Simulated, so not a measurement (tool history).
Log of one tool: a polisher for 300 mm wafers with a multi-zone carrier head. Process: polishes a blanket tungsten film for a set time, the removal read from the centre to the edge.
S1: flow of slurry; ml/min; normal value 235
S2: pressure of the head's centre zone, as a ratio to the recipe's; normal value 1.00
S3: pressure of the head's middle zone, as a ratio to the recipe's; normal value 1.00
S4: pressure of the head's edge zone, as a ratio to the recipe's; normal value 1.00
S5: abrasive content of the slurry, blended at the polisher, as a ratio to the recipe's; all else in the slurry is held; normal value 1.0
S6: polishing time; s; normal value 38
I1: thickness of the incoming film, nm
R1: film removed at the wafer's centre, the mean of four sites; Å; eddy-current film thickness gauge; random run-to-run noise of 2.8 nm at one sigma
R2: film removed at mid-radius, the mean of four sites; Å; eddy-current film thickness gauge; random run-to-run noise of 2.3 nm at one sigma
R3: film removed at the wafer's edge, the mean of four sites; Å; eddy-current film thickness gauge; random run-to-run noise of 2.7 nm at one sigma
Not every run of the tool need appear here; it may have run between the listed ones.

{"run": 1, "hour": 0.0, "S1": 235, "S2": 1.05, "S3": 1.0, "S4": 1.0, "S5": 1.0, "S6": 38, "I1": 1546.1, "R1": 3025, "R2": 2809, "R3": 2769}
{"run": 2, "hour": 26.9, "S1": 235, "S2": 1.05, "S3": 1.0, "S4": 1.0, "S5": 1.0, "S6": 38, "I1": 1510.5, "R1": 3041, "R2": 2826, "R3": 2758}
{"hour": 33.0, "done": "slurry nozzle cleaned"}
{"run": 3, "hour": 60.7, "S1": 235, "S2": 1.0, "S3": 1.0, "S4": 1.0, "S5": 1.0, "S6": 38, "I1": 1501.6, "R1": 2951, "R2": 2820, "R3": 2807}
{"hour": 87.5, "done": "worn pad replaced by a new one"}
{"run": 4, "hour": 91.5, "S1": 235, "S2": 1.0, "S3": 1.0, "S4": 1.0, "S5": 1.1, "S6": 38, "I1": 1527.5, "R1": 3030, "R2": 2851, "R3": 2817}
{"hour": 173.6, "done": "centre zone pressure recalibrated"}
{"hour": 183.8, "done": "carrier head's membrane replaced by a new one"}
{"hour": 194.8, "done": "worn pad replaced by a new one, of another model than before"}
{"run": 5, "hour": 195.3, "S1": 235, "S2": 1.0, "S3": 1.0, "S4": 1.0, "S5": 1.1, "S6": 38, "I1": 1496.5, "R1": 2835, "R2": 2876, "R3": 2799}
{"run": 6, "hour": 222.4, "S1": 235, "S2": 1.0, "S3": 1.0, "S4": 1.0, "S5": 1.1, "S6": 38, "I1": 1496.5, "R1": 2848, "R2": 2833, "R3": 2793}
{"hour": 245.5, "done": "edge zone pressure recalibrated"}
{"run": 7, "hour": 246.9, "S1": 235, "S2": 1.0, "S3": 1.0, "S4": 1.0, "S5": 1.0, "S6": 38, "I1": 1535.6, "R1": 2792, "R2": 2758, "R3": 2763}
{"run": 8, "hour": 272.4, "S1": 235, "S2": 1.0, "S3": 1.0, "S4": 1.0, "S5": 1.0, "S6": 38, "I1": 1524.8, "R1": 2757, "R2": 2806, "R3": 2696}
{"hour": 291.3, "done": "worn pad replaced by a new one"}
{"run": 9, "hour": 302.0, "S1": 235, "S2": 1.0, "S3": 1.0, "S4": 1.0, "S5": 1.0, "S6": 38, "I1": 1519.2, "R1": 2754, "R2": 2804, "R3": 2761}
{"hour": 323.3, "done": "slurry nozzle cleaned"}
{"run": 10, "hour": 337.1, "S1": 235, "S2": 1.0, "S3": 1.0, "S4": 1.0, "S5": 1.0, "S6": 38, "I1": 1521.7, "R1": 2735, "R2": 2755, "R3": 2722}
{"run": 11, "hour": 368.6, "S1": 235, "S2": 1.0, "S3": 1.12, "S4": 1.0, "S5": 1.0, "S6": 38, "I1": 1540.3, "R1": 2799, "R2": 3049, "R3": 2769}
{"run": 12, "hour": 386.9, "S1": 280, "S2": 1.0, "S3": 1.0, "S4": 1.0, "S5": 1.0, "S6": 38, "I1": 1519.0, "R1": 2865, "R2": 2857, "R3": 2797}
{"hour": 400.5, "done": "worn pad replaced by a new one"}
{"run": 13, "hour": 414.6, "S1": 235, "S2": 1.0, "S3": 1.0, "S4": 1.0, "S5": 1.1, "S6": 38, "I1": 1513.6, "R1": 2788, "R2": 2833, "R3": 2793}
{"run": 14, "hour": 441.7, "S1": 310, "S2": 0.9, "S3": 1.0, "S4": 1.11, "S5": 1.0, "S6": 38, "I1": 1520.1, "R1": 2665, "R2": 2916, "R3": 2977}
{"run": 15, "hour": 466.9, "S1": 235, "S2": 1.0, "S3": 1.0, "S4": 0.92, "S5": 1.3, "S6": 35, "I1": 1534.2, "R1": 2669, "R2": 2740, "R3": 2538}
{"run": 16, "hour": 480.2, "S1": 235, "S2": 1.0, "S3": 1.0, "S4": 1.0, "S5": 1.0, "S6": 38, "I1": 1536.5, "R1": 2788, "R2": 2780, "R3": 2696}
{"run": 17, "hour": 493.4, "S1": 275, "S2": 1.0, "S3": 1.0, "S4": 1.0, "S5": 1.0, "S6": 28, "I1": 1544.2, "R1": 2103, "R2": 2093, "R3": 2093}
{"hour": 507.0, "done": "worn pad replaced by a new one"}
{"run": 18, "hour": 507.5, "S1": 280, "S2": 1.06, "S3": 1.12, "S4": 1.0, "S5": 1.0, "S6": 42, "I1": 1495.8, "R1": 3321, "R2": 3533, "R3": 3104}
{"run": 19, "hour": 528.2, "S1": 235, "S2": 1.0, "S3": 1.0, "S4": 1.0, "S5": 1.0, "S6": 38, "I1": 1534.9, "R1": 2787, "R2": 2751, "R3": 2709}
{"run": 20, "hour": 551.8, "S1": 265, "S2": 0.96, "S3": 1.06, "S4": 1.06, "S5": 1.0, "S6": 38, "I1": 1520.8, "R1": 2723, "R2": 2984, "R3": 2879}

Alternative continuations, all from the tool just after run 20; predict every row:
{"run": "A", "hour": 552.2, "S1": 235, "S2": 1.0, "S3": 1.0, "S4": 1.0, "S5": 1.0, "S6": 38, "I1": 1529.0, "R1": "?", "R2": "?", "R3": "?"}
{"run": "B", "hour": 552.2, "S1": 235, "S2": 1.0, "S3": 1.1, "S4": 1.0, "S5": 1.0, "S6": 38, "I1": 1529.0, "R1": "?", "R2": "?", "R3": "?"}
{"run": "C", "hour": 552.2, "S1": 235, "S2": 1.0, "S3": 0.95, "S4": 1.0, "S5": 1.0, "S6": 38, "I1": 1529.0, "R1": "?", "R2": "?", "R3": "?"}
{"run": "D", "hour": 552.2, "S1": 235, "S2": 1.0, "S3": 1.0, "S4": 1.0, "S5": 1.0, "S6": 50, "I1": 1529.0, "R1": "?", "R2": "?", "R3": "?"}
{"run": "E", "hour": 552.2, "S1": 195, "S2": 1.0, "S3": 1.0, "S4": 1.0, "S5": 1.0, "S6": 38, "I1": 1529.0, "R1": "?", "R2": "?", "R3": "?"}

run=A R1=2766 R2=2760 R3=2755
run=B R1=2768 R2=2989 R3=2751
run=C R1=2765 R2=2645 R3=2757
run=D R1=3639 R2=3631 R3=3625
run=E R1=2590 R2=2602 R3=2638
Without the tool's hidden state the same runs would have given:
run=A R1=2708 R2=2760 R3=2755
run=B R1=2710 R2=2990 R3=2751
run=C R1=2708 R2=2646 R3=2757
run=D R1=3564 R2=3632 R3=3625
run=E R1=2536 R2=2603 R3=2638

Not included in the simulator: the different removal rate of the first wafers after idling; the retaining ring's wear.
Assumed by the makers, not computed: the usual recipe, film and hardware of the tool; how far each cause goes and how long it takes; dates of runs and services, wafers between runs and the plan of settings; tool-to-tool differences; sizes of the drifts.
